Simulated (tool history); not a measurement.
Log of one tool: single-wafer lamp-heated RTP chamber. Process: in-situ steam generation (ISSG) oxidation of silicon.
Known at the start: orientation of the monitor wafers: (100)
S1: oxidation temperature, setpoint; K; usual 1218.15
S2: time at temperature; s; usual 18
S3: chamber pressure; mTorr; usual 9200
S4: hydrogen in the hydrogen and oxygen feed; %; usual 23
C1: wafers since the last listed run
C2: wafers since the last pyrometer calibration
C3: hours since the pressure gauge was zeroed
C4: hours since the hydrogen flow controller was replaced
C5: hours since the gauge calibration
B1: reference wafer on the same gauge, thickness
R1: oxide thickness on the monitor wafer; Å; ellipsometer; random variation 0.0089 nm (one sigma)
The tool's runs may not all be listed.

| run | hour | S1 | S2 | S3 | S4 | C1 | C2 | C3 | C4 | C5 | B1 | R1 |
|---|---|---|---|---|---|---|---|---|---|---|---|---|
| 1 | 0 | 1218.15 | 18 | 9200 | 23 | 0 | 5821 | 1611 | 5889.3 | 2740.2 | 4.448 | 44.92 |
| 2 | 63.2 | 1218.15 | 18 | 9200 | 23 | 695 | 6517 | 1674.2 | 5952.5 | 2803.4 | 4.451 | 44.9 |
|  | 95.8 | hydrogen flow controller replaced |
| 3 | 124.6 | 1218.15 | 18 | 8900 | 23 | 587 | 7104 | 1735.6 | 28.8 | 2864.8 | 4.451 | 45.12 |
| 4 | 173.2 | 1218.15 | 18 | 8900 | 23 | 534 | 7638 | 1784.2 | 77.4 | 2913.4 | 4.45 | 45.26 |
|  | 198.5 | pressure gauge zeroed |
| 5 | 231.5 | 1218.15 | 18 | 9200 | 23 | 553 | 8192 | 33 | 135.7 | 2971.7 | 4.449 | 45.24 |
|  | 239.7 | pyrometer window cleaned and pyrometer calibrated |
| 6 | 281.4 | 1218.15 | 21 | 9200 | 23 | 460 | 458 | 82.9 | 185.6 | 3021.6 | 4.45 | 47.16 |
| 7 | 363.2 | 1218.15 | 21 | 9200 | 23 | 899 | 1358 | 164.7 | 267.4 | 3103.4 | 4.452 | 47.3 |
| 8 | 414.9 | 1218.15 | 21 | 9200 | 23 | 568 | 1927 | 216.4 | 319.1 | 3155.1 | 4.45 | 47.38 |
| 9 | 484.4 | 1218.15 | 18 | 9200 | 23 | 764 | 2691 | 285.9 | 388.6 | 3224.6 | 4.451 | 44.57 |
| 10 | 575.5 | 1218.15 | 18 | 9200 | 23 | 1002 | 3693 | 377 | 479.7 | 3315.7 | 4.45 | 44.62 |
| 11 | 667.3 | 1218.15 | 18 | 9200 | 23 | 1009 | 4703 | 468.8 | 571.5 | 3407.5 | 4.45 | 44.59 |
|  | 748.7 | gauge calibrated |
| 12 | 757.8 | 1211.15 | 16 | 9200 | 20 | 995 | 5698 | 559.3 | 662 | 9.1 | 4.45 | 40.66 |
| 13 | 809 | 1218.15 | 18 | 9200 | 23 | 563 | 6261 | 610.5 | 713.2 | 60.3 | 4.451 | 45.14 |
| 14 | 873.6 | 1218.15 | 18 | 9200 | 23 | 710 | 6972 | 675.1 | 777.8 | 124.9 | 4.449 | 45.01 |
| 15 | 928.2 | 1218.15 | 15 | 9200 | 23 | 600 | 7573 | 729.7 | 832.4 | 179.5 | 4.45 | 41.99 |
| 16 | 966.6 | 1218.15 | 24 | 9200 | 23 | 422 | 7995 | 768.1 | 870.8 | 217.9 | 4.451 | 51.04 |
|  | 1037.9 | pyrometer window cleaned and pyrometer calibrated |
| 17 | 1067.2 | 1227.15 | 18 | 9200 | 26 | 1018 | 322 | 868.7 | 971.4 | 318.5 | 4.451 | 46.81 |
| 18 | 1206.6 | 1210.15 | 18 | 9200 | 23 | 1533 | 1855 | 1008.1 | 1110.8 | 457.9 | 4.449 | 43.36 |
| 19 | 1274.1 | 1218.15 | 18 | 9200 | 23 | 742 | 2598 | 1075.6 | 1178.3 | 525.4 | 4.448 | 44.53 |

Forecast run 20:
| 20 | 1364.6 | 1218.15 | 18 | 9200 | 23 | 995 | 3593 | 1166.1 | 1268.8 | 615.9 | ? | ? |

Run 20 gave B1 4.449, R1 44.49 Å.
Without the tool's hidden state the same run would have given R1 44.29 Å.
